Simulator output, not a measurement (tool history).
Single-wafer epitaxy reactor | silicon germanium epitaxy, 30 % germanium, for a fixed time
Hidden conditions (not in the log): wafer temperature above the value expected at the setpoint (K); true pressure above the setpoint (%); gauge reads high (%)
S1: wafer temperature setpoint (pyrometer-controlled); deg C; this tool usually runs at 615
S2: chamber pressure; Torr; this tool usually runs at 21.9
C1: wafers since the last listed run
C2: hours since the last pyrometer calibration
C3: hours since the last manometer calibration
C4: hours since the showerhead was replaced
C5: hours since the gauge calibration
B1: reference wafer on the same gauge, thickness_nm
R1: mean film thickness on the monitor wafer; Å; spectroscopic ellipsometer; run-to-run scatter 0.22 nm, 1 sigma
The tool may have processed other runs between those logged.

run    hour   S1    S2    C1      C2      C3      C4     C5      B1      R1
  1     0.0  615  21.9     0  1270.4  1014.0  6108.7  211.2  66.370  761.25
  2    94.5  615  21.9  2174  1364.9  1108.5  6203.2  305.7  66.204  757.02
  3   177.3  615  21.9  1905  1447.7  1191.3  6286.0  388.5  66.167  755.72
  4   213.3  607  21.9   828  1483.7  1227.3  6322.0  424.5  66.137  648.19
  5   315.4  607  21.9  2349  1585.8  1329.4  6424.1  526.6  66.009  646.87
  6   376.1  615  17.6  1396  1646.5  1390.1  6484.8  587.3  66.050  649.52
      399.9  -- capacitance manometer re-zeroed and calibrated
  7   424.7  615  17.6   934  1695.1    24.8  6533.4  635.9  65.993  648.70
  8   481.7  602  24.8  1311  1752.1    81.8  6590.4  692.9  66.000  636.99
  9   546.9  630  17.0  1500  1817.3   147.0  6655.6  758.1  65.961  832.69
      624.4  -- showerhead replaced
      831.8  -- gauge calibrated
      845.8  -- pyrometer calibrated
 10   852.5  606  26.0  6663     6.7   452.6   228.1   20.7  66.749  712.06
 11   910.7  615  21.9  1339    64.9   510.8   286.3   78.9  66.629  762.12
 12   957.3  605  16.6  1072   111.5   557.4   332.9  125.5  66.561  517.54
 13  1029.0  615  21.9  1649   183.2   629.1   404.6  197.2  66.419  761.57
 14  1110.6  615  21.9  1877   264.8   710.7   486.2  278.8  66.348  762.70

Consider 4 possible next runs. They are alternatives, not a sequence: every one starts from the tool as it was left by run 14. What does each give?
  A  1111.0  619  21.9   9  265.2  711.1  486.6  279.2   ?   ?
  B  1111.0  615  25.3   9  265.2  711.1  486.6  279.2   ?   ?
  C  1111.0  615  18.4   9  265.2  711.1  486.6  279.2   ?   ?
  D  1111.0  625  23.9   9  265.2  711.1  486.6  279.2   ?   ?

run      B1      R1
  A  66.307  818.34
  B  66.307  829.59
  C  66.307  674.97
  D  66.307  965.51
Without the tool's hidden state the same runs would have given:
run      R1
  A  824.01
  B  835.33
  C  679.65
  D  972.20
